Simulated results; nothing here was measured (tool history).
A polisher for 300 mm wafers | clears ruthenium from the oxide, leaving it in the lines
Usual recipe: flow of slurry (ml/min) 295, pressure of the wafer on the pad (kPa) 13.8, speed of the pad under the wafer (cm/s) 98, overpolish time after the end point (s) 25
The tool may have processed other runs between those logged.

run,hour,flow of slurry (ml/min),pressure of the wafer on the pad (kPa),speed of the pad under the wafer (cm/s),overpolish time after the end point (s),"incoming thickness of the incoming film, nm",time until the end point was called (s)
1,0,295,13.8,98,25,131.5,162.1
2,13.1,295,13.8,98,25,129.8,157.4
3,28.2,295,13.8,98,25,129.6,159.1
4,41,295,13.8,98,25,129.2,160
5,58.4,295,13.8,98,25,129.4,160.4
6,66.1,295,13.8,98,25,130.1,163.5
7,77.9,295,13.8,98,25,128.7,162.6
8,84.8,295,13.8,98,25,131,166.3
9,94.4,295,13.8,98,25,130.3,168.6
10,103.3,295,13.8,72,25,130.1,210.9
11,113.3,295,13.8,124,25,131.5,137.3
12,120,295,13.8,124,25,130.2,131.8
13,135.2,295,13.8,98,25,128.6,161.9
14,151,295,13.8,116,31,129.8,146
15,158.8,295,13.8,116,31,128.7,142.5
16,169,295,13.8,116,31,126.9,142
# hour 183.1: worn pad replaced by a new one
17,184.9,295,13.8,98,15,132.3,147.9
18,191.2,295,12.4,118,38,130.5,140.5
19,206,295,13.8,98,25,131.1,149.1
20,219,250,13.8,98,25,130.7,150.6
21,235.1,295,13.8,76,25,128.3,183.4
22,242.3,295,11,74,25,129.4,239.7
23,251.8,295,13.8,126,17,128.9,121.2
24,258.5,295,13.8,98,25,130.9,156.5
25,269.7,350,13.8,128,35,129.8,123.6
# hour 275.5: head pressure recalibrated
# hour 281.1: slurry nozzle cleaned
26,285.7,380,13.8,98,25,131.7,151.5
27,291.9,250,17.9,120,18,129.9,103.8
28,309.1,350,10.3,116,29,129.3,178.8
29,318,375,16.5,70,18,129.7,166.4
30,332,325,10.3,126,25,128.4,172.1
31,349.6,210,13.8,76,16,130.6,200
32,361.7,295,13.8,98,25,130.7,163

State the hidden condition of the tool at each of the runs:
slurry flow missing at the pad, %: 0 in every run
deviation of the head's pressure from its setpoint, %: 0 in every run
H1: removal rate lost through wear of the pad, %
run,H1
1,11.4
2,11.9
3,12.4
4,12.7
5,13.1
6,13.3
7,13.5
8,13.6
9,13.8
10,13.9
11,14.1
12,14.2
13,14.3
14,14.5
15,14.6
16,14.6
17,1.53
18,2.25
19,3.78
20,4.96
21,6.23
22,6.74
23,7.36
24,7.76
25,8.38
26,9.17
27,9.44
28,10.1
29,10.4
30,10.9
31,11.3
32,11.6
